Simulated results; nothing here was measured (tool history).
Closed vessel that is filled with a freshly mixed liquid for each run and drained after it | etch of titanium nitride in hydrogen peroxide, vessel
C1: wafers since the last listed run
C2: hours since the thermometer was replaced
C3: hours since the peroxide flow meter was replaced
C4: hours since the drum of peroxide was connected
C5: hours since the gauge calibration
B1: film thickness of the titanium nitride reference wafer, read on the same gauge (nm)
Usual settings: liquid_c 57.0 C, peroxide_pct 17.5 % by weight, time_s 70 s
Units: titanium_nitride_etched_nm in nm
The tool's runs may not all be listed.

run 1 day=0.000 | liquid_c=57.0 peroxide_pct=15.5 time_s=70 | C1=0 C2=510.6 C3=2243.4 C4=986.0 C5=57.5 | B1=80.008 | titanium_nitride_etched_nm=4.509
run 2 day=0.267 | liquid_c=57.0 peroxide_pct=15.5 time_s=70 | C1=673 C2=517.0 C3=2249.8 C4=992.4 C5=63.9 | B1=80.006 | titanium_nitride_etched_nm=4.485
run 3 day=0.904 | liquid_c=57.0 peroxide_pct=15.5 time_s=70 | C1=1610 C2=532.3 C3=2265.1 C4=1007.7 C5=79.2 | B1=80.007 | titanium_nitride_etched_nm=4.479
run 4 day=1.471 | liquid_c=57.0 peroxide_pct=17.5 time_s=70 | C1=1431 C2=545.9 C3=2278.7 C4=1021.3 C5=92.8 | B1=79.979 | titanium_nitride_etched_nm=4.592
run 5 day=1.954 | liquid_c=57.0 peroxide_pct=17.5 time_s=70 | C1=1221 C2=557.5 C3=2290.3 C4=1032.9 C5=104.4 | B1=79.978 | titanium_nitride_etched_nm=4.587
run 6 day=2.600 | liquid_c=57.0 peroxide_pct=17.5 time_s=70 | C1=1631 C2=573.0 C3=2305.8 C4=1048.4 C5=119.9 | B1=80.015 | titanium_nitride_etched_nm=4.569
run 7 day=3.046 | liquid_c=57.0 peroxide_pct=17.5 time_s=70 | C1=1126 C2=583.7 C3=2316.5 C4=1059.1 C5=130.6 | B1=80.011 | titanium_nitride_etched_nm=4.555
-- day=3.612 new drum of peroxide connected
-- day=3.629 peroxide flow meter replaced
run 8 day=3.746 | liquid_c=57.0 peroxide_pct=17.5 time_s=55 | C1=1625 C2=600.5 C3=2.8 C4=3.2 C5=147.4 | B1=80.017 | titanium_nitride_etched_nm=3.573
-- day=3.788 thermometer replaced
run 9 day=4.200 | liquid_c=57.0 peroxide_pct=17.5 time_s=40 | C1=1043 C2=9.9 C3=13.7 C4=14.1 C5=158.3 | B1=80.016 | titanium_nitride_etched_nm=2.770
run 10 day=4.871 | liquid_c=57.0 peroxide_pct=17.5 time_s=40 | C1=1694 C2=26.0 C3=29.8 C4=30.2 C5=174.4 | B1=80.014 | titanium_nitride_etched_nm=2.768
run 11 day=5.204 | liquid_c=64.0 peroxide_pct=14.5 time_s=110 | C1=842 C2=34.0 C3=37.8 C4=38.2 C5=182.4 | B1=79.984 | titanium_nitride_etched_nm=11.776
run 12 day=5.771 | liquid_c=57.0 peroxide_pct=17.5 time_s=70 | C1=1431 C2=47.6 C3=51.4 C4=51.8 C5=196.0 | B1=79.988 | titanium_nitride_etched_nm=4.808
run 13 day=6.342 | liquid_c=53.0 peroxide_pct=20.0 time_s=70 | C1=1442 C2=61.3 C3=65.1 C4=65.5 C5=209.7 | B1=80.008 | titanium_nitride_etched_nm=3.745
-- day=6.558 gauge calibrated
run 14 day=6.850 | liquid_c=64.5 peroxide_pct=17.5 time_s=70 | C1=1284 C2=73.5 C3=77.3 C4=77.7 C5=7.0 | B1=79.984 | titanium_nitride_etched_nm=7.995
run 15 day=7.492 | liquid_c=57.0 peroxide_pct=17.5 time_s=50 | C1=1621 C2=88.9 C3=92.7 C4=93.1 C5=22.4 | B1=79.991 | titanium_nitride_etched_nm=3.445
run 16 day=7.967 | liquid_c=61.0 peroxide_pct=21.5 time_s=70 | C1=1200 C2=100.3 C3=104.1 C4=104.5 C5=33.8 | B1=79.998 | titanium_nitride_etched_nm=6.626
run 17 day=8.342 | liquid_c=64.5 peroxide_pct=16.0 time_s=85 | C1=947 C2=109.3 C3=113.1 C4=113.5 C5=42.8 | B1=79.992 | titanium_nitride_etched_nm=9.448
run 18 day=8.604 | liquid_c=51.5 peroxide_pct=13.5 time_s=100 | C1=663 C2=115.6 C3=119.4 C4=119.8 C5=49.1 | B1=80.013 | titanium_nitride_etched_nm=4.374
run 19 day=9.158 | liquid_c=57.0 peroxide_pct=17.5 time_s=70 | C1=1400 C2=128.9 C3=132.7 C4=133.1 C5=62.4 | B1=79.999 | titanium_nitride_etched_nm=4.781
run 20 day=9.738 | liquid_c=51.5 peroxide_pct=14.5 time_s=85 | C1=1463 C2=142.8 C3=146.6 C4=147.0 C5=76.3 | B1=80.019 | titanium_nitride_etched_nm=3.770
run 21 day=10.400 | liquid_c=57.0 peroxide_pct=17.5 time_s=70 | C1=1673 C2=158.7 C3=162.5 C4=162.9 C5=92.2 | B1=79.984 | titanium_nitride_etched_nm=4.786

Forecast each of these 4 alternatives for the next run:
run A day=10.429 | liquid_c=57.0 peroxide_pct=17.5 time_s=70 | C1=73 C2=159.4 C3=163.2 C4=163.6 C5=92.9 | B1=? | titanium_nitride_etched_nm=?
run B day=10.429 | liquid_c=48.5 peroxide_pct=19.0 time_s=70 | C1=73 C2=159.4 C3=163.2 C4=163.6 C5=92.9 | B1=? | titanium_nitride_etched_nm=?
run C day=10.429 | liquid_c=62.0 peroxide_pct=21.5 time_s=70 | C1=73 C2=159.4 C3=163.2 C4=163.6 C5=92.9 | B1=? | titanium_nitride_etched_nm=?
run D day=10.429 | liquid_c=60.0 peroxide_pct=22.0 time_s=55 | C1=73 C2=159.4 C3=163.2 C4=163.6 C5=92.9 | B1=? | titanium_nitride_etched_nm=?

run=A B1=80.017 titanium_nitride_etched_nm=4.796
run=B B1=80.017 titanium_nitride_etched_nm=2.665
run=C B1=80.017 titanium_nitride_etched_nm=7.053
run=D B1=80.017 titanium_nitride_etched_nm=4.864
Without the tool's hidden state the same runs would have given:
run=A titanium_nitride_etched_nm=4.907
run=B titanium_nitride_etched_nm=2.730
run=C titanium_nitride_etched_nm=7.211
run=D titanium_nitride_etched_nm=4.974

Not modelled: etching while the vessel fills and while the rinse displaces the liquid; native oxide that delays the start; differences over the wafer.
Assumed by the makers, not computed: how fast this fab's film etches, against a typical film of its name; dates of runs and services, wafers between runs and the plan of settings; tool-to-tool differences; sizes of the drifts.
